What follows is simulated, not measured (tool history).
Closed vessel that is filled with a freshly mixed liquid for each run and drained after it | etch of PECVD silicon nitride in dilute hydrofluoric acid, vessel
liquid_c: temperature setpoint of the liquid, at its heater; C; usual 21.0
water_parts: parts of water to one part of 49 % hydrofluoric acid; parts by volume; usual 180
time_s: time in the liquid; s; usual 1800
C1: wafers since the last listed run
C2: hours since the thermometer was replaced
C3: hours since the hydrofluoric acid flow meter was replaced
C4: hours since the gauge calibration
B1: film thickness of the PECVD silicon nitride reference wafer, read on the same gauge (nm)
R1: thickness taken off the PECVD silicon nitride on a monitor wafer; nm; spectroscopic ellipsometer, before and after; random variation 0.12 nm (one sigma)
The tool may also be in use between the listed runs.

Run 1, hour 0.0: usual settings; C1 0; C2 745.2; C3 268.7; C4 687.2; B1 59.99. Result: R1 14.38 nm.
Run 2, hour 73.3: usual settings; C1 3645; C2 818.5; C3 342.0; C4 760.5; B1 60.02. Result: R1 14.44 nm.
Run 3, hour 126.4: usual settings; C1 2640; C2 871.6; C3 395.1; C4 813.6; B1 59.98. Result: R1 14.42 nm.
Run 4, hour 205.5: usual settings; C1 3933; C2 950.7; C3 474.2; C4 892.7; B1 60.02. Result: R1 14.59 nm.
Run 5, hour 254.8: usual settings; C1 2451; C2 1000.0; C3 523.5; C4 942.0; B1 60.02. Result: R1 14.14 nm.
Run 6, hour 340.6: usual settings; C1 4267; C2 1085.8; C3 609.3; C4 1027.8; B1 60.00. Result: R1 14.07 nm.
Run 7, hour 448.4: usual settings; C1 5361; C2 1193.6; C3 717.1; C4 1135.6; B1 59.98. Result: R1 14.33 nm.
Run 8, hour 488.4: usual settings; C1 1989; C2 1233.6; C3 757.1; C4 1175.6; B1 59.93. Result: R1 13.96 nm.
Run 9, hour 568.3: usual settings; C1 3973; C2 1313.5; C3 837.0; C4 1255.5; B1 59.98. Result: R1 14.25 nm.
Run 10, hour 652.0: usual settings; C1 4162; C2 1397.2; C3 920.7; C4 1339.2; B1 60.03. Result: R1 14.13 nm.
Run 11, hour 852.6: usual settings; C1 9976; C2 1597.8; C3 1121.3; C4 1539.8; B1 59.99. Result: R1 14.10 nm.
At hour 859.2: hydrofluoric acid flow meter replaced.
Run 12, hour 914.0: usual settings; C1 3003; C2 1659.2; C3 54.8; C4 1601.2; B1 60.00. Result: R1 14.44 nm.
Run 13, hour 1008.6: usual settings but time_s 2540 s; C1 4704; C2 1753.8; C3 149.4; C4 1695.8; B1 60.01. Result: R1 20.88 nm.
Run 14, hour 1091.7: usual settings but liquid_c 17.5 C, water_parts 270 parts by volume, time_s 2700 s; C1 4132; C2 1836.9; C3 232.5; C4 1778.9; B1 60.03. Result: R1 11.84 nm.
At hour 1146.5: gauge calibrated.
Run 15, hour 1159.2: usual settings but liquid_c 22.5 C; C1 3356; C2 1904.4; C3 300.0; C4 12.7; B1 59.98. Result: R1 16.03 nm.
Run 16, hour 1264.2: usual settings; C1 5221; C2 2009.4; C3 405.0; C4 117.7; B1 60.02. Result: R1 14.37 nm.
Run 17, hour 1332.0: usual settings but liquid_c 18.5 C, water_parts 155 parts by volume, time_s 1205 s; C1 3371; C2 2077.2; C3 472.8; C4 185.5; B1 60.01. Result: R1 9.34 nm.
At hour 1379.7: thermometer replaced.
Run 18, hour 1408.3: usual settings; C1 3744; C2 28.6; C3 549.1; C4 261.8; B1 60.00. Result: R1 14.20 nm.
Run 19, hour 1470.8: usual settings but liquid_c 18.5 C; C1 3108; C2 91.1; C3 611.6; C4 324.3; B1 59.96. Result: R1 12.11 nm.
Run 20, hour 1541.7: usual settings but liquid_c 23.5 C, water_parts 145 parts by volume, time_s 1155 s; C1 3525; C2 162.0; C3 682.5; C4 395.2; B1 60.05. Result: R1 13.30 nm.
Run 21, hour 1613.8: usual settings; C1 3585; C2 234.1; C3 754.6; C4 467.3; B1 60.01. Result: R1 14.22 nm.
Run 22, hour 1687.6: usual settings but time_s 1285 s; C1 3670; C2 307.9; C3 828.4; C4 541.1; B1 59.99. Result: R1 10.08 nm.
Run 23, hour 1723.8: usual settings but water_parts 255 parts by volume, time_s 1400 s; C1 1800; C2 344.1; C3 864.6; C4 577.3; B1 60.00. Result: R1 7.83 nm.
At hour 1781.6: hydrofluoric acid flow meter replaced.
Run 24, hour 1782.4: usual settings but water_parts 100 parts by volume; C1 2864; C2 402.7; C3 0.8; C4 635.9; B1 60.03. Result: R1 26.42 nm.
Run 25, hour 1835.4: usual settings; C1 2635; C2 455.7; C3 53.8; C4 688.9; B1 59.99. Result: R1 14.55 nm.
Run 26, hour 2116.8: usual settings but water_parts 155 parts by volume, time_s 2400 s; C1 13994; C2 737.1; C3 335.2; C4 970.3; B1 59.98. Result: R1 22.62 nm.
Run 27, hour 2184.4: usual settings but liquid_c 17.0 C, water_parts 120 parts by volume; C1 3361; C2 804.7; C3 402.8; C4 1037.9; B1 60.04. Result: R1 16.32 nm.
Run 28, hour 2224.4: usual settings but liquid_c 24.0 C, water_parts 255 parts by volume, time_s 2830 s; C1 1989; C2 844.7; C3 442.8; C4 1077.9; B1 59.94. Result: R1 19.43 nm.
Run 29, hour 2287.8: usual settings but water_parts 205 parts by volume, time_s 740 s; C1 3153; C2 908.1; C3 506.2; C4 1141.3; B1 59.96. Result: R1 5.20 nm.
Run 30, hour 2388.6: usual settings but water_parts 215 parts by volume; C1 5012; C2 1008.9; C3 607.0; C4 1242.1; B1 59.98. Result: R1 12.06 nm.
Run 31, hour 2433.2: usual settings but time_s 2535 s; C1 2218; C2 1053.5; C3 651.6; C4 1286.7; B1 60.04. Result: R1 20.17 nm.
Run 32, hour 2523.0: usual settings but liquid_c 17.0 C, water_parts 135 parts by volume, time_s 2750 s; C1 4465; C2 1143.3; C3 741.4; C4 1376.5; B1 60.00. Result: R1 21.97 nm.
Run 33, hour 2587.2: usual settings but liquid_c 23.0 C, water_parts 145 parts by volume, time_s 2815 s; C1 3192; C2 1207.5; C3 805.6; C4 1440.7; B1 59.98. Result: R1 31.36 nm.

Forecast each of these 3 alternatives for the next run:
Run A, hour 2588.4: usual settings but liquid_c 17.0 C; C1 59; C2 1208.7; C3 806.8; C4 1441.9; B1 ?. Result: R1 ?.
Run B, hour 2588.4: usual settings but water_parts 115 parts by volume, time_s 2865 s; C1 59; C2 1208.7; C3 806.8; C4 1441.9; B1 ?. Result: R1 ?.
Run C, hour 2588.4: usual settings but time_s 2545 s; C1 59; C2 1208.7; C3 806.8; C4 1441.9; B1 ?. Result: R1 ?.

run     B1     R1
  A  60.02  10.96
  B  60.02  35.29
  C  60.02  20.23
Without the tool's hidden state the same runs would have given:
run     R1
  A  11.38
  B  36.64
  C  21.00
